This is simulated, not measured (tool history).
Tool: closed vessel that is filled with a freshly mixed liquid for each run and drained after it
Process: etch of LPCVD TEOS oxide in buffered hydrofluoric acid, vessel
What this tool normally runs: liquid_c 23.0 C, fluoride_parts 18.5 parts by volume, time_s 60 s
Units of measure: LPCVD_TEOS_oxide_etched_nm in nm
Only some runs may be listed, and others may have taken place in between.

run    hour  liquid_c  fluoride_parts  time_s  read-back film thickness of the LPCVD TEOS oxide reference wafer, read on the same gauge (nm)  LPCVD_TEOS_oxide_etched_nm
  1     0.0      23.0            18.5      60                                                                                          90.03                       62.14
       86.9  -- gauge calibrated
  2    98.3      23.0            18.5      60                                                                                          89.98                       62.41
  3   186.3      23.0            18.5      60                                                                                          90.01                       62.09
  4   287.1      23.0            23.5      60                                                                                          89.97                       51.62
  5   362.1      23.0            23.5      60                                                                                          90.00                       51.87
  6   403.9      23.0            18.5      60                                                                                          89.96                       61.82
  7   453.4      23.0            18.5      60                                                                                          90.00                       61.83
  8   493.6      20.0            18.5      60                                                                                          90.02                       52.75
  9   574.4      20.0            18.5      60                                                                                          90.01                       52.49
 10   677.2      20.0            18.5      60                                                                                          89.99                       52.31
 11   727.5      23.0            18.5      60                                                                                          89.98                       61.62
 12   793.1      23.0            18.5      80                                                                                          90.01                       81.66
 13   848.9      23.0            12.0      60                                                                                          89.98                       93.96
      868.6  -- gauge calibrated
 14   906.2      23.0            14.5      60                                                                                          90.02                       78.14
 15   948.5      23.0            14.0      60                                                                                          89.97                       81.10
 16  1039.3      23.0            18.5      60                                                                                          90.01                       61.13
 17  1123.6      20.5            20.5      75                                                                                          90.03                       61.09
     1149.4  -- hydrofluoric acid flow meter replaced
     1196.8  -- thermometer replaced
 18  1222.0      20.5            12.5      60                                                                                          90.00                       80.31
 19  1279.2      20.0            18.5      60                                                                                          90.03                       53.80
 20  1328.0      18.5            18.5      40                                                                                          90.00                       32.69
 21  1404.7      23.0            18.5      60                                                                                          89.96                       62.56
 22  1490.4      27.0            18.5      30                                                                                          89.96                       38.83
 23  1542.6      23.0            18.5      60                                                                                          89.95                       62.81

Consider 4 possible next runs. They are alternatives, not a sequence: every one starts from the tool as it was left by run 23. What does each give?
  A  1543.3      23.0            18.5      60                                                                                              ?                           ?
  B  1543.3      18.5            14.0      85                                                                                              ?                           ?
  C  1543.3      18.5            14.0      60                                                                                              ?                           ?
  D  1543.3      23.0            16.0      30                                                                                              ?                           ?

run  read-back film thickness of the LPCVD TEOS oxide reference wafer, read on the same gauge (nm)  LPCVD_TEOS_oxide_etched_nm
  A                                                                                          90.00                       62.83
  B                                                                                          90.00                       91.12
  C                                                                                          90.00                       64.32
  D                                                                                          90.00                       36.25
With the hidden condition removed and each run's random variation left untouched, the same runs would have given:
run  LPCVD_TEOS_oxide_etched_nm
  A                       63.49
  B                       92.06
  C                       64.99
  D                       36.63
